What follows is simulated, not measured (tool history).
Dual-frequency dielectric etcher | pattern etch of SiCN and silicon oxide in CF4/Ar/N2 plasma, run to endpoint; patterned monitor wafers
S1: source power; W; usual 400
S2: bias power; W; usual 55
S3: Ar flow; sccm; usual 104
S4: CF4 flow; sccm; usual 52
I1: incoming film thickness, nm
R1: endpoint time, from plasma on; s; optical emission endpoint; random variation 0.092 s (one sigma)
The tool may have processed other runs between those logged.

run	hour	S1	S2	S3	S4	I1	R1
1	0.0	400	55	95	52	11.08	16.6
2	12.4	400	55	104	52	11.02	16.8
3	28.3	400	55	104	52	11.03	16.9
4	49.5	400	55	104	52	10.96	16.7
5	76.0	400	55	104	52	11.14	17.2
6	111.6	400	62	104	52	11.05	16.1
7	146.6	400	62	104	52	11.11	16.2
8	162.5	400	62	104	52	11.03	15.9
# hour 170.6: CF4 flow controller replaced
9	176.5	400	55	104	55	10.96	16.4
10	198.2	400	55	104	52	10.94	16.4
11	215.4	460	50	104	52	11.05	15.2
# hour 234.5: bias power generator calibrated
# hour 240.5: Ar flow controller replaced
# hour 247.5: upper electrode replaced
12	249.0	350	66	104	52	10.93	17.1
# hour 264.3: source power generator calibrated
13	266.2	490	48	104	58	10.97	13.9
14	280.1	450	55	104	52	10.99	14.7
15	292.6	400	55	104	52	11.01	16.5
# hour 325.9: wet clean of the chamber
16	384.8	400	55	104	40	11.02	18.1
17	411.3	400	65	128	55	10.96	16.8
18	438.4	400	55	104	39	11.06	18.1
19	464.7	430	55	116	52	11.18	16.7

4 ways to go on from here, each from the tool as it stands after run 19. What would each give?
A	465.1	400	55	82	52	10.93	?
B	465.1	400	55	112	43	10.93	?
C	465.1	480	55	120	52	10.93	?
D	465.1	310	55	104	45	10.93	?

run	R1
A	16.1
B	18.1
C	15.1
D	22.3
Without the tool's hidden state the same runs would have given:
run	R1
A	16.3
B	18.3
C	15.3
D	22.5
